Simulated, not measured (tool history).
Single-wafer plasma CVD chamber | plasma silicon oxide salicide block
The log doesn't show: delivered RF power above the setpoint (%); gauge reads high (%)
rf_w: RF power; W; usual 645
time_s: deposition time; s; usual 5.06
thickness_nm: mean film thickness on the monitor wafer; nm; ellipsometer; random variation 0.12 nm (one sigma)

run,hour,rf_w,time_s,wafers since the last listed run,hours since the last RF generator calibration,hours since the showerhead was replaced,hours since the gauge calibration,"read-back reference wafer on the same gauge, thickness_nm",thickness_nm
1,0,645,5.06,0,725.8,4518.4,916.6,53.808,49.348
2,71.5,695,5.06,2250,797.3,4589.9,988.1,53.799,50.594
3,114.7,645,5.06,1359,840.5,4633.1,1031.3,53.811,49.27
4,275.1,645,5.06,5048,1000.9,4793.5,1191.7,53.766,49.216
5,319.2,645,5.06,1387,1045,4837.6,1235.8,53.799,49.061
6,355.4,645,5.06,1139,1081.2,4873.8,1272,53.804,49.298
7,389.4,645,5.06,1070,1115.2,4907.8,1306,53.773,49.171
8,452,645,5.06,1970,1177.8,4970.4,1368.6,53.814,49.093
9,519.4,645,5.06,2121,1245.2,5037.8,1436,53.808,48.982
10,555.1,645,5.39,1123,1280.9,5073.5,1471.7,53.809,52.433
11,579.3,645,5.46,761,1305.1,5097.7,1495.9,53.741,53.118
12,611.5,645,5.46,1013,1337.3,5129.9,1528.1,53.766,53.243
13,677.3,645,5.46,2070,1403.1,5195.7,1593.9,53.79,52.848
14,740.1,645,5.62,1976,1465.9,5258.5,1656.7,53.735,54.563
15,789,555,5.06,1538,1514.8,5307.4,1705.6,53.794,46.086
16,815.2,725,5.06,824,1541,5333.6,1731.8,53.792,51.442
17,863,730,5.06,1504,1588.8,5381.4,1779.6,53.824,51.515
# hour 917.4: RF generator calibrated
18,917.9,730,5.06,1476,0.5,5436.3,1834.5,53.78,52.678
19,942.2,645,5.06,764,24.8,5460.6,1858.8,53.796,50.297
20,992.1,645,5.06,1570,74.7,5510.5,1908.7,53.799,50.255
21,1030.3,645,5.06,1202,112.9,5548.7,1946.9,53.792,50.099
22,1084,645,5.06,1690,166.6,5602.4,2000.6,53.729,49.9
23,1134.7,585,5.99,1595,217.3,5653.1,2051.3,53.781,56.738
24,1171.3,645,5.06,1151,253.9,5689.7,2087.9,53.833,49.841
25,1232.2,605,4.61,1916,314.8,5750.6,2148.8,53.798,44.09
26,1261.1,735,5.06,909,343.7,5779.5,2177.7,53.774,52.202
# hour 1278.2: gauge calibrated
27,1300.4,645,5.74,1236,383,5818.8,22.2,53.817,56.458
28,1325.6,600,5.06,793,408.2,5844,47.4,53.819,48.333
# hour 1377.7: showerhead replaced, of another model than before
29,1382.8,695,5.06,1548,465.4,5.1,104.6,53.773,50.848
30,1452.1,645,5.06,2180,534.7,74.4,173.9,53.749,49.724
31,1496.1,765,4.78,1384,578.7,118.4,217.9,53.811,49.135
32,1541.1,645,5.06,1416,623.7,163.4,262.9,53.828,49.935
33,1608.3,710,5.98,2114,690.9,230.6,330.1,53.773,60.083
34,1635.1,740,4.24,843,717.7,257.4,356.9,53.768,43.317
35,1678.9,645,5.06,1378,761.5,301.2,400.7,53.806,49.542
36,1711.4,530,4.42,1022,794,333.7,433.2,53.819,41.277
37,1749.7,695,5.58,1205,832.3,372,471.5,53.824,55.913
38,1815.8,570,4.08,2080,898.4,438.1,537.6,53.767,38.628
39,1846.7,645,5.06,972,929.3,469,568.5,53.802,49.573
40,1903.8,595,5.06,1797,986.4,526.1,625.6,53.823,48.688
41,1952.4,740,5.92,1529,1035,574.7,674.2,53.863,60.12
42,2021.6,645,4.39,2177,1104.2,643.9,743.4,53.749,42.802
43,2069.3,610,6.02,1501,1151.9,691.6,791.1,53.801,58.095
44,2107.7,700,5.06,1208,1190.3,730,829.5,53.838,50.575
45,2154.3,605,5.47,1466,1236.9,776.6,876.1,53.772,52.486

Hidden state or all else? Some run-to-run changes of thickness_nm, split into what the settings, what came in and random variation would give without the hidden state, and what is left for the hidden state (with any gauge scatter that isn't in both results):
Run 17 -> 18: RF generator calibrated. thickness_nm +1.163 nm: hidden state +1.299, all else -0.136.
Run 33 -> 34: rf_w 710 -> 740, time_s 5.98 -> 4.24. thickness_nm -16.766 nm: hidden state +0.225, all else -16.991.
Run 37 -> 38: rf_w 695 -> 570, time_s 5.58 -> 4.08. thickness_nm -17.285 nm: hidden state +0.248, all else -17.533.
Run 41 -> 42: rf_w 740 -> 645, time_s 5.92 -> 4.39. thickness_nm -17.318 nm: hidden state +0.274, all else -17.592.
Run 42 -> 43: rf_w 645 -> 610, time_s 4.39 -> 6.02. thickness_nm +15.293 nm: hidden state -0.272, all else +15.565.
